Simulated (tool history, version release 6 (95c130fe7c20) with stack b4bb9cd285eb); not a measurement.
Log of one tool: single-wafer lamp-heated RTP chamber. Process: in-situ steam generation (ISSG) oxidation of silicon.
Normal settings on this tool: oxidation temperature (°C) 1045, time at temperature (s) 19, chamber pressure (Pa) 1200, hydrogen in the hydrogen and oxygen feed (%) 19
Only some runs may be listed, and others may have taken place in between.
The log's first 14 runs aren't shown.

| run | hour | oxidation temperature (°C) | time at temperature (s) | chamber pressure (Pa) | hydrogen in the hydrogen and oxygen feed (%) | wafers since the last listed run | wafers since the last pyrometer calibration | hours since the pressure gauge was zeroed | hours since the hydrogen flow controller was replaced | hours since the gauge calibration | read-back reference wafer on the same gauge, thickness | oxide thickness on the monitor wafer (Å) |
|---|---|---|---|---|---|---|---|---|---|---|---|---|
| 15 | 1017.6 | 1045 | 15 | 1133 | 19 | 473 | 1072 | 77.4 | 3308.1 | 2469.2 | 7.733 | 62.59 |
| 16 | 1106.4 | 1062 | 13 | 1200 | 28 | 547 | 1619 | 166.2 | 3396.9 | 2558.0 | 7.733 | 69.47 |
|  | 1134.5 | gauge calibrated |
| 17 | 1185.9 | 1045 | 19 | 1200 | 19 | 489 | 2109 | 245.7 | 3476.4 | 51.4 | 7.571 | 68.91 |
| 18 | 1234.9 | 1045 | 19 | 1200 | 22 | 301 | 2411 | 294.7 | 3525.4 | 100.4 | 7.572 | 71.15 |
| 19 | 1276.0 | 1040 | 12 | 1347 | 26 | 253 | 2665 | 335.8 | 3566.5 | 141.5 | 7.586 | 56.56 |
| 20 | 1337.7 | 1050 | 19 | 1280 | 14 | 380 | 3045 | 397.5 | 3628.2 | 203.2 | 7.592 | 66.21 |
|  | 1360.5 | hydrogen flow controller replaced |
| 21 | 1402.5 | 1045 | 23 | 1107 | 19 | 350 | 3395 | 462.3 | 42.0 | 268.0 | 7.600 | 76.81 |
| 22 | 1445.0 | 1045 | 19 | 1200 | 19 | 261 | 3657 | 504.8 | 84.5 | 310.5 | 7.600 | 68.94 |
| 23 | 1490.6 | 1064 | 15 | 1200 | 13 | 281 | 3938 | 550.4 | 130.1 | 356.1 | 7.609 | 62.28 |
| 24 | 1569.5 | 1064 | 19 | 1133 | 11 | 486 | 4424 | 629.3 | 209.0 | 435.0 | 7.615 | 68.64 |
| 25 | 1621.7 | 1054 | 23 | 1200 | 19 | 321 | 4746 | 681.5 | 261.2 | 487.2 | 7.623 | 80.57 |
| 26 | 1694.7 | 1045 | 16 | 1133 | 19 | 449 | 5196 | 754.5 | 334.2 | 560.2 | 7.625 | 64.00 |
| 27 | 1746.7 | 1057 | 19 | 1027 | 19 | 320 | 5516 | 806.5 | 386.2 | 612.2 | 7.639 | 74.78 |
| 28 | 2029.6 | 1045 | 19 | 1200 | 19 | 1743 | 7259 | 1089.4 | 669.1 | 895.1 | 7.651 | 69.57 |
| 29 | 2090.3 | 1045 | 15 | 1200 | 13 | 374 | 7634 | 1150.1 | 729.8 | 955.8 | 7.666 | 56.63 |
| 30 | 2165.8 | 1045 | 22 | 1200 | 19 | 465 | 8099 | 1225.6 | 805.3 | 1031.3 | 7.658 | 75.46 |
|  | 2209.8 | pyrometer window cleaned and pyrometer calibrated |
| 31 | 2257.2 | 1045 | 19 | 1267 | 19 | 513 | 291 | 1317.0 | 896.7 | 1122.7 | 7.668 | 69.47 |
| 32 | 2308.2 | 1033 | 12 | 1267 | 13 | 314 | 606 | 1368.0 | 947.7 | 1173.7 | 7.672 | 47.74 |

What if the next run were any one of these 3? Each begins from the tool's condition after run 32:
| A | 2308.7 | 1045 | 19 | 1333 | 19 | 3 | 609 | 1368.5 | 948.2 | 1174.2 | ? | ? |
| B | 2308.7 | 1045 | 17 | 1293 | 12 | 3 | 609 | 1368.5 | 948.2 | 1174.2 | ? | ? |
| C | 2308.7 | 1033 | 12 | 1040 | 16 | 3 | 609 | 1368.5 | 948.2 | 1174.2 | ? | ? |

| run | read-back reference wafer on the same gauge, thickness | oxide thickness on the monitor wafer (Å) |
|---|---|---|
| A | 7.666 | 68.92 |
| B | 7.666 | 59.29 |
| C | 7.666 | 50.76 |
What these runs would have given with no unlogged condition in the tool:
| run | oxide thickness on the monitor wafer (Å) |
|---|---|
| A | 67.94 |
| B | 58.45 |
| C | 50.04 |

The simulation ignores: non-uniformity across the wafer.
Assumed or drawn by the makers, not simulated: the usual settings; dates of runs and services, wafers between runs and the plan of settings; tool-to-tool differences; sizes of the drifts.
